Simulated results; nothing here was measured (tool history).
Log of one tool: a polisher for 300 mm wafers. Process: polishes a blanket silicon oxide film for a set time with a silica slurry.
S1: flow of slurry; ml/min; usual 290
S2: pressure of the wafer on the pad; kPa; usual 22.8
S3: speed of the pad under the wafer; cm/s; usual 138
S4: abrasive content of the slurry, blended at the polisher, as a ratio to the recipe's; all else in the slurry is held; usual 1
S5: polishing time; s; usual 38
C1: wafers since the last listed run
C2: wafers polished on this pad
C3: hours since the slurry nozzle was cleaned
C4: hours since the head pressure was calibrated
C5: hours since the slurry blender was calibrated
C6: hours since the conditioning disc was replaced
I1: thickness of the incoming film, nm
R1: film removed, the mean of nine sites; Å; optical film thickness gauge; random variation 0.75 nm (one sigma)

Run 1, hour 0: usual settings; C1 0; C2 334; C3 178.2; C4 1381; C5 360.6; C6 204; I1 1760.6. Result: R1 979 Å.
Run 2, hour 13.3: usual settings; C1 236; C2 571; C3 191.5; C4 1394.3; C5 373.9; C6 217.3; I1 1771.8. Result: R1 990 Å.
Run 3, hour 25: usual settings; C1 208; C2 779; C3 203.2; C4 1406; C5 385.6; C6 229; I1 1791.5. Result: R1 985 Å.
Run 4, hour 36.7: usual settings but S2 16.5 kPa; C1 208; C2 987; C3 214.9; C4 1417.7; C5 397.3; C6 240.7; I1 1797.5. Result: R1 718 Å.
Run 5, hour 49.7: usual settings but S2 16.5 kPa; C1 231; C2 1219; C3 227.9; C4 1430.7; C5 410.3; C6 253.7; I1 1799.3. Result: R1 708 Å.
Run 6, hour 61.2: usual settings but S1 255 ml/min, S2 26.2 kPa, S3 174 cm/s, S5 26 s; C1 204; C2 1424; C3 239.4; C4 1442.2; C5 421.8; C6 265.2; I1 1829.8. Result: R1 922 Å.
At hour 68.4: conditioning disc replaced and pad reconditioned.
Run 7, hour 68.9: usual settings but S1 215 ml/min, S5 33 s; C1 101; C2 1525; C3 247.1; C4 1449.9; C5 429.5; C6 0.5; I1 1818.3. Result: R1 829 Å.
Run 8, hour 80.9: usual settings; C1 213; C2 1739; C3 259.1; C4 1461.9; C5 441.5; C6 12.5; I1 1777.5. Result: R1 982 Å.
At hour 84.9: worn pad replaced by a new one.
Run 9, hour 88.3: usual settings but S1 330 ml/min, S5 44 s; C1 60; C2 59; C3 266.5; C4 1469.3; C5 448.9; C6 19.9; I1 1770.1. Result: R1 1158 Å.
Run 10, hour 95.2: usual settings but S3 120 cm/s, S5 46 s; C1 122; C2 182; C3 273.4; C4 1476.2; C5 455.8; C6 26.8; I1 1822.5. Result: R1 1063 Å.
At hour 103.5: head pressure recalibrated.
Run 11, hour 104: usual settings but S1 325 ml/min, S2 15.9 kPa, S3 154 cm/s; C1 121; C2 303; C3 282.2; C4 0.5; C5 464.6; C6 35.6; I1 1788. Result: R1 765 Å.
Run 12, hour 115.7: usual settings but S3 162 cm/s; C1 208; C2 511; C3 293.9; C4 12.2; C5 476.3; C6 47.3; I1 1793.3. Result: R1 1126 Å.
Run 13, hour 132.3: usual settings; C1 295; C2 807; C3 310.5; C4 28.8; C5 492.9; C6 63.9; I1 1822.9. Result: R1 986 Å.
At hour 142.3: slurry blender recalibrated.
Run 14, hour 144.5: usual settings but S1 210 ml/min, S3 106 cm/s; C1 181; C2 989; C3 322.7; C4 41; C5 2.2; C6 76.1; I1 1823.5. Result: R1 775 Å.
Run 15, hour 153.5: usual settings but S2 19.3 kPa, S4 1.15; C1 160; C2 1149; C3 331.7; C4 50; C5 11.2; C6 85.1; I1 1757.7. Result: R1 911 Å.
Run 16, hour 161.6: usual settings but S2 27.6 kPa, S3 126 cm/s; C1 144; C2 1293; C3 339.8; C4 58.1; C5 19.3; C6 93.2; I1 1807.5. Result: R1 1100 Å.
Run 17, hour 171.8: usual settings but S1 385 ml/min, S2 17.2 kPa, S3 156 cm/s, S5 46 s; C1 181; C2 1474; C3 350; C4 68.3; C5 29.5; C6 103.4; I1 1783.8. Result: R1 1031 Å.
Run 18, hour 185.1: usual settings but S1 315 ml/min, S2 28.3 kPa, S3 186 cm/s, S4 0.9; C1 236; C2 1711; C3 363.3; C4 81.6; C5 42.8; C6 116.7; I1 1763.4. Result: R1 1481 Å.
At hour 191.6: worn pad replaced by a new one.
At hour 195.5: slurry nozzle cleaned.
Run 19, hour 196.4: usual settings; C1 112; C2 68; C3 0.9; C4 92.9; C5 54.1; C6 128; I1 1776.9. Result: R1 975 Å.
Run 20, hour 212.8: usual settings; C1 291; C2 360; C3 17.3; C4 109.3; C5 70.5; C6 144.4; I1 1787.2. Result: R1 989 Å.
Run 21, hour 224.1: usual settings but S1 190 ml/min, S2 15.9 kPa, S3 106 cm/s, S4 0.8; C1 201; C2 561; C3 28.6; C4 120.6; C5 81.8; C6 155.7; I1 1810.4. Result: R1 454 Å.
Run 22, hour 237.2: usual settings but S1 190 ml/min, S2 26.2 kPa; C1 233; C2 794; C3 41.7; C4 133.7; C5 94.9; C6 168.8; I1 1810.8. Result: R1 1075 Å.
Run 23, hour 260.7: usual settings but S1 330 ml/min, S2 25.5 kPa, S5 46 s; C1 418; C2 1213; C3 65.2; C4 157.2; C5 118.4; C6 192.3; I1 1787.3. Result: R1 1357 Å.
Run 24, hour 273.1: usual settings but S1 250 ml/min, S2 25.5 kPa, S3 156 cm/s, S4 0.85; C1 220; C2 1433; C3 77.6; C4 169.6; C5 130.8; C6 204.7; I1 1822.5. Result: R1 1083 Å.
At hour 285.2: worn pad replaced by a new one.
Run 25, hour 285.7: usual settings but S5 33 s; C1 153; C2 9; C3 90.2; C4 182.2; C5 143.4; C6 217.3; I1 1784.1. Result: R1 860 Å.
Run 26, hour 298.2: usual settings; C1 222; C2 231; C3 102.7; C4 194.7; C5 155.9; C6 229.8; I1 1790.2. Result: R1 990 Å.

4 ways to go on from here, each from the tool as it stands after run 26. What would each give?
Run A, hour 298.6: usual settings; C1 7; C2 239; C3 103.1; C4 195.1; C5 156.3; C6 230.2; I1 1801.8. Result: R1 ?.
Run B, hour 298.6: usual settings but S2 20 kPa; C1 7; C2 239; C3 103.1; C4 195.1; C5 156.3; C6 230.2; I1 1801.8. Result: R1 ?.
Run C, hour 298.6: usual settings but S3 172 cm/s, S5 33 s; C1 7; C2 239; C3 103.1; C4 195.1; C5 156.3; C6 230.2; I1 1801.8. Result: R1 ?.
Run D, hour 298.6: usual settings but S1 235 ml/min, S3 108 cm/s, S4 0.85, S5 35 s; C1 7; C2 239; C3 103.1; C4 195.1; C5 156.3; C6 230.2; I1 1801.8. Result: R1 ?.

run    R1
  A   993
  B   873
  C  1029
  D   660
Without the tool's hidden state the same runs would have given:
run    R1
  A   993
  B   873
  C  1029
  D   660
